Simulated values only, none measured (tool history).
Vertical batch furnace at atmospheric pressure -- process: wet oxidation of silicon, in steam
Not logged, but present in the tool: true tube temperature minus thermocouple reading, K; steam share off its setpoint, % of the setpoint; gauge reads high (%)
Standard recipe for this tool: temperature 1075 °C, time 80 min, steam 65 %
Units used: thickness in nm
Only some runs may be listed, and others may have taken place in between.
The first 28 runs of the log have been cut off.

run      day  temperature  time  steam  wafers since the last listed run  hours since the last temperature calibration  hours since the steam generator was serviced  hours since the gauge calibration  read-back reference wafer on the same gauge, thickness  thickness
 29   91.554         1055    80     57                              1089                                        1141.3                                         380.2                             1278.4                                                  607.17     549.09
 30   94.654         1084  49.5     65                               763                                        1215.7                                         454.6                             1352.8                                                  608.33      507.5
      98.429  -- steam generator serviced, repeated, since the last time left the tool worse
 31    98.45         1064    47     72                               688                                        1306.8                                           0.5                             1443.9                                                  606.44     506.28
 32  101.492         1095    80     62                               748                                        1379.8                                          73.5                             1516.9                                                  607.39      696.2
 33  104.225         1099    80     55                               672                                        1445.4                                         139.1                             1582.5                                                  606.41     668.15
 34  108.146         1075    80     65                               965                                        1539.5                                         233.2                             1676.6                                                  607.88      674.4
 35  109.783         1098    43     56                               403                                        1578.8                                         272.5                             1715.9                                                  606.69     473.12
 36  111.475         1075    80     65                               416                                        1619.4                                         313.1                             1756.5                                                  606.89     665.48
 37  113.229         1083  63.5     61                               431                                        1661.5                                         355.2                             1798.6                                                  607.66     588.88

What if the next run were any one of these 3? Each begins from the tool's condition after run 37:
  A  113.475         1082    80     65                                60                                        1667.4                                         361.1                             1804.5                                                       ?          ?
  B  113.475         1075  66.5     59                                60                                        1667.4                                         361.1                             1804.5                                                       ?          ?
  C  113.475         1093    64     76                                60                                        1667.4                                         361.1                             1804.5                                                       ?          ?

run  read-back reference wafer on the same gauge, thickness  thickness
  A                                                  607.37     688.57
  B                                                  607.37     574.37
  C                                                  607.37     689.77
With the hidden condition removed and each run's random variation left untouched, the same runs would have given:
run  thickness
  A     694.82
  B      579.7
  C     695.99
